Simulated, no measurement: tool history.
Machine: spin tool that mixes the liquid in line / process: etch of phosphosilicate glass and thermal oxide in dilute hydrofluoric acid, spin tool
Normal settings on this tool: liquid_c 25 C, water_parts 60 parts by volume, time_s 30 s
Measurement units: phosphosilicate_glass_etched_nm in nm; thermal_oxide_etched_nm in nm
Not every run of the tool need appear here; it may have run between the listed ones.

run    hour  liquid_c  water_parts  time_s  wafers since the last listed run  hours since the thermometer was replaced  hours since the hydrofluoric acid flow meter was replaced  hours since the gauge calibration  read-back film thickness of the phosphosilicate glass reference wafer, read on the same gauge (nm)  read-back film thickness of the thermal oxide reference wafer, read on the same gauge (nm)  phosphosilicate_glass_etched_nm  thermal_oxide_etched_nm
  1       0        25           60      30                                 0                                    1210.4                                                      420.5                             1256.7                                                                                              138.16                                                                                     118.399                            62.63                    2.527
  2    44.4        25           60      30                               581                                    1254.8                                                      464.9                             1301.1                                                                                                 138                                                                                     118.282                            63.02                    2.499
  3   113.2      26.5           60      30                               901                                    1323.6                                                      533.7                             1369.9                                                                                              137.78                                                                                      118.06                            66.32                    2.754
  4   195.7        25           60      30                              1081                                    1406.1                                                      616.2                             1452.4                                                                                              137.49                                                                                     117.847                            62.68                     2.55
  5     248        25           40      20                               685                                    1458.4                                                      668.5                             1504.7                                                                                               137.3                                                                                     117.696                            64.02                    2.646
  6   313.2        26           65      30                               854                                    1523.6                                                      733.7                             1569.9                                                                                              137.03                                                                                     117.474                            59.54                    2.438
  7   369.2        25           60      30                               734                                    1579.6                                                      789.7                             1625.9                                                                                              136.81                                                                                     117.287                            62.36                    2.524
  8   411.6        28           80      30                               555                                      1622                                                      832.1                             1668.3                                                                                              136.65                                                                                     117.115                            51.26                    2.112
      420.2  -- thermometer replaced
  9   448.8        25           60      15                               474                                      28.6                                                      869.3                             1705.5                                                                                              136.51                                                                                     116.988                             30.9                    1.297
      454.7  -- gauge calibrated
 10   526.2      21.5           60      30                              1014                                       106                                                      946.7                               71.5                                                                                              140.04                                                                                      120.04                            55.31                    2.196
 11   612.5        25           75      30                              1131                                     192.3                                                       1033                              157.8                                                                                              140.01                                                                                     120.012                            49.92                     2.04
 12   651.2        27           70      45                               507                                       231                                                     1071.7                              196.5                                                                                              139.98                                                                                         120                            88.23                    3.645
 13   687.8        25           60      30                               479                                     267.6                                                     1108.3                              233.1                                                                                              139.96                                                                                     119.976                            63.72                    2.582
 14   725.4        25           40      30                               492                                     305.2                                                     1145.9                              270.7                                                                                              139.96                                                                                     119.941                            98.35                    3.971
 15   769.8        23           60      30                               581                                     349.6                                                     1190.3                              315.1                                                                                              139.92                                                                                     119.923                            58.55                    2.367
 16   868.5        29           85      25                              1293                                     448.3                                                       1289                              413.8                                                                                               139.8                                                                                     119.849                            42.03                    1.752
 17   963.6        25           60      45                              1246                                     543.4                                                     1384.1                              508.9                                                                                              139.71                                                                                      119.74                             95.4                    3.833
 18    1020        25           60      30                               739                                     599.8                                                     1440.5                              565.3                                                                                              139.64                                                                                       119.7                            63.54                    2.593
 19  1076.8        25           60      30                               744                                     656.6                                                     1497.3                              622.1                                                                                              139.55                                                                                     119.602                            63.41                    2.641
 20  1174.9        25           80      30                              1285                                     754.7                                                     1595.4                              720.2                                                                                              139.38                                                                                     119.491                             46.1                    1.891
 21  1310.4        25           60      30                              1776                                     890.2                                                     1730.9                              855.7                                                                                              139.11                                                                                     119.253                            63.43                    2.571
 22  1357.8        25           60      35                               621                                     937.6                                                     1778.3                              903.1                                                                                              139.01                                                                                     119.144                            73.56                     2.96
 23  1409.8      29.5           50      30                               681                                     989.6                                                     1830.3                              955.1                                                                                              138.88                                                                                     119.054                            91.98                    3.677
 24  1511.8        25           60      30                              1336                                    1091.6                                                     1932.3                             1057.1                                                                                              138.64                                                                                     118.854                            63.05                      2.6
 25  1558.6        25           35      30                               613                                    1138.4                                                     1979.1                             1103.9                                                                                              138.52                                                                                     118.741                            111.9                    4.555

Each row is a separate what-if for the run after 25, all from the same tool condition, not one after another. Results?
  A  1559        27           60      30                                 5                                    1138.8                                                     1979.5                             1104.3                                                                                                   ?                                                                                           ?                                ?                        ?
  B  1559        25           85      45                                 5                                    1138.8                                                     1979.5                             1104.3                                                                                                   ?                                                                                           ?                                ?                        ?
  C  1559        25           60      40                                 5                                    1138.8                                                     1979.5                             1104.3                                                                                                   ?                                                                                           ?                                ?                        ?
  D  1559      29.5           60      30                                 5                                    1138.8                                                     1979.5                             1104.3                                                                                                   ?                                                                                           ?                                ?                        ?
  E  1559        25           35      15                                 5                                    1138.8                                                     1979.5                             1104.3                                                                                                   ?                                                                                           ?                                ?                        ?

run  read-back film thickness of the phosphosilicate glass reference wafer, read on the same gauge (nm)  read-back film thickness of the thermal oxide reference wafer, read on the same gauge (nm)  phosphosilicate_glass_etched_nm  thermal_oxide_etched_nm
  A                                                                                               138.5                                                                                     118.749                            68.53                    2.748
  B                                                                                               138.5                                                                                     118.749                            64.79                    2.599
  C                                                                                               138.5                                                                                     118.749                            84.32                    3.382
  D                                                                                               138.5                                                                                     118.749                            75.63                    3.033
  E                                                                                               138.5                                                                                     118.749                            56.08                    2.249
Take away the tool's hidden state, keep each run's random variation, and the runs would have read:
run  phosphosilicate_glass_etched_nm  thermal_oxide_etched_nm
  A                            69.26                    2.778
  B                            65.49                    2.626
  C                            85.22                    3.418
  D                            76.43                    3.066
  E                            56.68                    2.273
